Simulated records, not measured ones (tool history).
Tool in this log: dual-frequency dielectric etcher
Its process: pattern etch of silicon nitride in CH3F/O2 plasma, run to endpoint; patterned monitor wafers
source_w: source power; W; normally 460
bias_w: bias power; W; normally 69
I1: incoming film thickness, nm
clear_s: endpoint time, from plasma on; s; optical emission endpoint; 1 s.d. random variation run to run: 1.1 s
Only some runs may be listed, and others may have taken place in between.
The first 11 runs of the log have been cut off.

Run 12, hour 523.2: usual settings but bias_w 79 W; I1 103.8. Result: clear_s 126.9 s.
At hour 598.0: upper electrode replaced.
Run 13, hour 598.5: usual settings but source_w 490 W, bias_w 77 W; I1 104.3. Result: clear_s 124.6 s.
Run 14, hour 644.4: usual settings but bias_w 56 W; I1 104.4. Result: clear_s 145.5 s.
At hour 668.4: source power generator calibrated.
At hour 727.6: wet clean of the chamber.
Run 15, hour 728.1: usual settings but source_w 390 W, bias_w 85 W; I1 103.9. Result: clear_s 125.6 s.
Run 16, hour 774.0: usual settings but source_w 380 W, bias_w 64 W; I1 103.3. Result: clear_s 139.4 s.
Run 17, hour 833.4: usual settings; I1 102.8. Result: clear_s 129.2 s.
Run 18, hour 981.2: usual settings; I1 103.2. Result: clear_s 131.2 s.
Run 19, hour 1041.6: usual settings but source_w 380 W; I1 104.4. Result: clear_s 141.2 s.
Run 20, hour 1092.8: usual settings but source_w 570 W, bias_w 56 W; I1 104.2. Result: clear_s 135.9 s.
Run 21, hour 1151.9: usual settings but source_w 520 W, bias_w 83 W; I1 104.9. Result: clear_s 122.5 s.
Run 22, hour 1198.1: usual settings but bias_w 75 W; I1 103.7. Result: clear_s 131.2 s.
Run 23, hour 1224.3: usual settings but source_w 530 W, bias_w 60 W; I1 104.7. Result: clear_s 136.6 s.
At hour 1255.5: wet clean of the chamber.
Run 24, hour 1266.7: usual settings; I1 104.5. Result: clear_s 129.4 s.
Run 25, hour 1300.1: usual settings but source_w 490 W, bias_w 74 W; I1 104.6. Result: clear_s 125.8 s.
Run 26, hour 1343.2: usual settings but source_w 550 W, bias_w 57 W; I1 104.6. Result: clear_s 131.3 s.
Run 27, hour 1378.5: usual settings but source_w 380 W, bias_w 85 W; I1 103.5. Result: clear_s 129.2 s.
Run 28, hour 1421.1: usual settings but bias_w 86 W; I1 104.0. Result: clear_s 123.8 s.
Run 29, hour 1459.3: usual settings but source_w 420 W, bias_w 73 W; I1 103.9. Result: clear_s 132.7 s.
Run 30, hour 1484.7: usual settings but source_w 410 W, bias_w 52 W; I1 105.2. Result: clear_s 153.0 s.
Run 31, hour 1509.5: usual settings but source_w 380 W, bias_w 85 W; I1 104.2. Result: clear_s 130.4 s.
Run 32, hour 1563.4: usual settings; I1 104.5. Result: clear_s 134.5 s.
Run 33, hour 1606.5: usual settings but source_w 550 W; I1 104.0. Result: clear_s 129.2 s.
Run 34, hour 1637.4: usual settings but source_w 500 W, bias_w 85 W; I1 104.4. Result: clear_s 123.0 s.
Run 35, hour 1674.3: usual settings but bias_w 74 W; I1 104.4. Result: clear_s 134.2 s.

Consider 4 possible next runs. They are alternatives, not a sequence: every one starts from the tool as it was left by run 35. What does each give?
Run A, hour 1674.8: usual settings but bias_w 52 W; I1 103.8. Result: clear_s ?.
Run B, hour 1674.8: usual settings but source_w 390 W, bias_w 64 W; I1 103.8. Result: clear_s ?.
Run C, hour 1674.8: usual settings but source_w 510 W; I1 103.8. Result: clear_s ?.
Run D, hour 1674.8: usual settings but bias_w 82 W; I1 103.8. Result: clear_s ?.

run  clear_s
  A    150.2
  B    146.9
  C    131.8
  D    127.8
What these runs would have given with no unlogged condition in the tool:
run  clear_s
  A    143.6
  B    140.5
  C    126.1
  D    122.2

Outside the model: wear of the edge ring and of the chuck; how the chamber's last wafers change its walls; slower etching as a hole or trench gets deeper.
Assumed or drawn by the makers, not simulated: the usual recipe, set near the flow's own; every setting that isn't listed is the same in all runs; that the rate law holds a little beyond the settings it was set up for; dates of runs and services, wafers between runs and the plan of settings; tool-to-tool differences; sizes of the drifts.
